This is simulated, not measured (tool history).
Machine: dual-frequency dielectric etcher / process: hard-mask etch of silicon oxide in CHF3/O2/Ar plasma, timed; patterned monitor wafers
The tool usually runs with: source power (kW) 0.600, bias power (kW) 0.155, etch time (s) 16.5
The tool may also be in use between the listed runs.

run,day,source power (kW),bias power (kW),etch time (s),"read-back reference wafer on the same gauge, depth_nm",mean etch depth across the wafer (Å)
1,0.000,0.490,0.155,16.5,29.83,337.4
2,1.642,0.720,0.155,16.5,29.78,390.3
3,10.254,0.720,0.155,16.5,29.78,386.4
4,11.900,0.600,0.155,13.0,29.82,283.3
5,14.817,0.600,0.155,13.0,29.82,282.3
6,16.175,0.600,0.155,13.0,29.86,283.4
7,18.888,0.600,0.155,16.5,29.77,361.3
8,20.025,0.600,0.155,16.5,29.82,359.2
# day 21.238: bias power generator calibrated
9,22.408,0.560,0.155,16.5,29.79,343.2
# day 23.725: wet clean of the chamber
# day 23.779: upper electrode replaced
10,23.854,0.560,0.155,16.5,29.79,352.0
11,26.412,0.560,0.155,16.5,29.80,352.2
12,27.546,0.600,0.155,17.5,29.77,382.2
# day 27.646: gauge calibrated
13,29.250,0.600,0.155,16.5,29.82,359.2
14,30.279,0.600,0.155,16.5,29.79,359.8
15,32.742,0.600,0.155,16.5,29.75,360.5
16,34.800,0.490,0.140,12.0,29.81,233.2
17,37.783,0.600,0.155,16.5,29.82,357.3
18,40.175,0.550,0.190,20.0,29.79,442.9
19,42.583,0.600,0.155,16.5,29.84,355.7
20,44.733,0.700,0.173,18.0,29.77,425.2
# day 45.971: source power generator calibrated
21,45.992,0.710,0.130,13.5,29.82,295.6
22,47.067,0.600,0.155,19.5,29.78,417.9
# day 48.846: wet clean of the chamber
23,54.508,0.540,0.155,20.5,29.82,433.7
24,57.475,0.740,0.155,16.5,29.82,392.7

The tool's hidden state at each run:
source power that arrives over what is set, %: 0 across all the runs
gauge reads high (%): 0 across all the runs
H1: etch rate over this chamber's usual, %
H2: bias power that arrives over what is set, %
run,H1,H2
1,-0.586,4.31
2,-0.749,4.44
3,-1.6,5.1
4,-1.77,5.22
5,-2.06,5.45
6,-2.19,5.55
7,-2.46,5.76
8,-2.57,5.85
9,-2.81,0.0773
10,-0.326,0.188
11,-0.58,0.384
12,-0.692,0.471
13,-0.861,0.601
14,-0.963,0.68
15,-1.21,0.869
16,-1.41,1.03
17,-1.71,1.26
18,-1.95,1.44
19,-2.18,1.62
20,-2.4,1.79
21,-2.52,1.88
22,-2.63,1.97
23,-0.445,2.54
24,-0.74,2.76
